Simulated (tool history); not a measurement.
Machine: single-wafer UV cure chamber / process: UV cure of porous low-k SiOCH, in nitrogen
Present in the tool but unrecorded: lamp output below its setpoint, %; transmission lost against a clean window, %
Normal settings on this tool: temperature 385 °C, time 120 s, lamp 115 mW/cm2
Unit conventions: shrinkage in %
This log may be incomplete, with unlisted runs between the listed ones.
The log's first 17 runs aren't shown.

| run | hour | temperature | time | lamp | wafers since the last listed run | hours since the UV bulbs were replaced | wafers since the quartz window was cleaned | shrinkage |
|---|---|---|---|---|---|---|---|---|
| 18 | 1271.5 | 385 | 120 | 115 | 297 | 1150.5 | 3491 | 7.001 |
|  | 1287.1 | quartz window cleaned |
| 19 | 1312.1 | 385 | 100 | 95 | 250 | 1191.1 | 191 | 5.818 |
| 20 | 1349.3 | 385 | 120 | 115 | 285 | 1228.3 | 477 | 7.265 |
| 21 | 1448.7 | 403 | 50 | 137 | 762 | 1327.7 | 1240 | 4.89 |
| 22 | 1498.1 | 375 | 80 | 95 | 379 | 1377.1 | 1619 | 4.657 |
| 23 | 1546.7 | 385 | 90 | 115 | 373 | 1425.7 | 1992 | 6.072 |
| 24 | 1601.4 | 380 | 100 | 115 | 419 | 1480.4 | 2412 | 6.088 |
| 25 | 1674.4 | 385 | 120 | 115 | 560 | 1553.4 | 2972 | 7.055 |
|  | 1716.4 | UV bulbs replaced |
| 26 | 1716.9 | 391 | 80 | 87 | 264 | 0.5 | 3237 | 6.019 |
|  | 1811.1 | quartz window cleaned |
| 27 | 1811.6 | 385 | 120 | 88 | 665 | 95.2 | 3 | 7.236 |
| 28 | 1858.4 | 400 | 120 | 115 | 359 | 142 | 363 | 8.731 |

What does the tool deliver on the next run?
| 29 | 1935.8 | 390 | 85 | 115 | 594 | 219.4 | 957 | ? |

{"run 29": {"shrinkage": 6.633}}
Take away the tool's hidden state, keep the run-to-run variation as it was, and the same run would have given shrinkage 7.036 %.
